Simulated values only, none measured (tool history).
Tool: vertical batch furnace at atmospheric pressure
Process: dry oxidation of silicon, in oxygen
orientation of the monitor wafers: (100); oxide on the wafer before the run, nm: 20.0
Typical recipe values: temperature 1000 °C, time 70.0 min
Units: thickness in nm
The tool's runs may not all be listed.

run	day	temperature	time	wafers since the last listed run	hours since the last temperature calibration	hours since the boat lift was adjusted	hours since the gauge calibration	read-back reference wafer on the same gauge, thickness	thickness
1	0.000	1000	70.0	0	2207.7	1672.5	199.7	60.50	57.34
2	1.596	1000	70.0	447	2246.0	1710.8	238.0	60.51	57.27
3	4.175	1000	70.0	723	2307.9	1772.7	299.9	60.52	57.40
4	5.704	1000	70.0	429	2344.6	1809.4	336.6	60.50	57.54
# day 11.521: boat lift adjusted
5	11.838	1000	70.0	1440	2491.8	7.6	483.8	60.49	57.66
6	13.446	1000	70.0	451	2530.4	46.2	522.4	60.50	57.64
# day 13.533: gauge calibrated
7	16.362	1000	70.0	818	2600.4	116.2	67.9	60.53	57.77
8	17.517	1000	70.0	323	2628.1	143.9	95.6	60.49	57.64
9	20.371	982	87.0	800	2696.6	212.4	164.1	60.54	57.12
10	23.358	1000	70.0	838	2768.3	284.1	235.8	60.49	57.92
# day 24.688: thermocouples replaced and temperature profile calibrated
11	25.262	984	70.0	253	13.8	329.8	281.5	60.52	50.00
12	26.779	1000	47.0	425	50.2	366.2	317.9	60.49	45.21
13	28.804	1000	104.0	568	98.8	414.8	366.5	60.53	71.26
14	30.150	1000	98.5	377	131.1	447.1	398.8	60.50	68.80
15	31.629	1024	40.0	415	166.6	482.6	434.3	60.47	49.83

Estimate the outcome of run 16 from the log above:
16	33.079	1016	37.5	406	201.4	517.4	469.1	?	?

Run 16 yielded read-back reference wafer on the same gauge, thickness 60.51, thickness 45.42 nm.
Had the tool carried no hidden state, the very same run would have given thickness 45.40 nm.
